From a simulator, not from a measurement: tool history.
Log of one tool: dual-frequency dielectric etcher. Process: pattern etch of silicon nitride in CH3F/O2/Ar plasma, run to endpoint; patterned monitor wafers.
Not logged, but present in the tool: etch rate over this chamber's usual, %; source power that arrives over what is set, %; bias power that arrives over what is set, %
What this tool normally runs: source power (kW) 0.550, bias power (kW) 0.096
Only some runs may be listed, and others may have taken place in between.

run	hour	source power (kW)	bias power (kW)	wafers since the last listed run	hours since the last wet clean	hours since the last source power generator calibration	hours since the last bias power generator calibration	hours since the last upper electrode change	incoming incoming film thickness, nm	endpoint time (s)
1	0.0	0.550	0.096	0	142.4	2444.1	4957.4	5350.9	36.24	44.0
2	30.1	0.550	0.096	465	172.5	2474.2	4987.5	5381.0	36.53	44.4
3	58.9	0.550	0.096	445	201.3	2503.0	5016.3	5409.8	36.43	44.5
# hour 85.9: upper electrode replaced, of another model than before
4	86.4	0.550	0.096	54	228.8	2530.5	5043.8	0.5	36.46	44.7
5	101.8	0.550	0.096	238	244.2	2545.9	5059.2	15.9	36.50	45.1
6	123.1	0.550	0.083	329	265.5	2567.2	5080.5	37.2	36.31	45.8
7	145.4	0.550	0.083	345	287.8	2589.5	5102.8	59.5	36.07	45.6
8	171.7	0.550	0.083	406	314.1	2615.8	5129.1	85.8	36.48	46.4
9	198.8	0.550	0.096	419	341.2	2642.9	5156.2	112.9	36.40	44.9
10	214.4	0.550	0.096	241	356.8	2658.5	5171.8	128.5	36.32	44.8
11	234.0	0.550	0.096	303	376.4	2678.1	5191.4	148.1	36.74	45.5
12	266.4	0.610	0.096	501	408.8	2710.5	5223.8	180.5	36.73	42.2
13	293.8	0.550	0.096	423	436.2	2737.9	5251.2	207.9	36.24	45.4
# hour 331.0: wet clean of the chamber
14	331.5	0.610	0.088	211	0.5	2775.6	5288.9	245.6	36.37	40.9
15	357.1	0.550	0.108	396	26.1	2801.2	5314.5	271.2	36.47	42.9
16	373.0	0.550	0.096	245	42.0	2817.1	5330.4	287.1	36.29	43.5
17	397.3	0.610	0.103	375	66.3	2841.4	5354.7	311.4	36.30	39.9
18	420.0	0.460	0.078	351	89.0	2864.1	5377.4	334.1	36.32	54.5
19	454.3	0.550	0.076	530	123.3	2898.4	5411.7	368.4	36.32	45.6
20	481.7	0.550	0.096	423	150.7	2925.8	5439.1	395.8	36.48	44.3
# hour 500.0: source power generator calibrated
21	500.5	0.550	0.096	228	169.5	0.5	5457.9	414.6	36.45	44.0
22	531.8	0.500	0.096	484	200.8	31.8	5489.2	445.9	36.62	48.3
23	564.7	0.550	0.096	509	233.7	64.7	5522.1	478.8	36.49	44.7
# hour 585.1: bias power generator calibrated
24	585.6	0.550	0.096	261	254.6	85.6	0.5	499.7	36.19	44.5
25	597.1	0.510	0.096	177	266.1	97.1	12.0	511.2	37.13	49.4
26	630.8	0.410	0.114	521	299.8	130.8	45.7	544.9	36.59	60.4
27	646.3	0.470	0.113	239	315.3	146.3	61.2	560.4	36.29	50.5
28	658.6	0.550	0.096	190	327.6	158.6	73.5	572.7	36.42	44.9
29	688.3	0.650	0.106	459	357.3	188.3	103.2	602.4	36.47	38.7
30	705.4	0.550	0.096	264	374.4	205.4	120.3	619.5	36.57	44.7
31	731.4	0.480	0.096	402	400.4	231.4	146.3	645.5	36.57	51.8
32	751.3	0.420	0.081	307	420.3	251.3	166.2	665.4	36.59	63.3
33	767.5	0.550	0.096	250	436.5	267.5	182.4	681.6	36.24	44.9
34	791.1	0.550	0.096	365	460.1	291.1	206.0	705.2	36.54	45.3

Here are 5 independent what-if runs from the current tool condition. What would each one return?
A	791.5	0.550	0.090	6	460.5	291.5	206.4	705.6	36.65	?
B	791.5	0.490	0.073	6	460.5	291.5	206.4	705.6	36.65	?
C	791.5	0.430	0.105	6	460.5	291.5	206.4	705.6	36.65	?
D	791.5	0.460	0.075	6	460.5	291.5	206.4	705.6	36.65	?
E	791.5	0.500	0.116	6	460.5	291.5	206.4	705.6	36.65	?

run	endpoint time (s)
A	46.6
B	53.8
C	58.8
D	57.4
E	48.5
With no hidden state in the tool, these same runs would have given:
run	endpoint time (s)
A	44.4
B	51.3
C	56.0
D	54.7
E	46.2
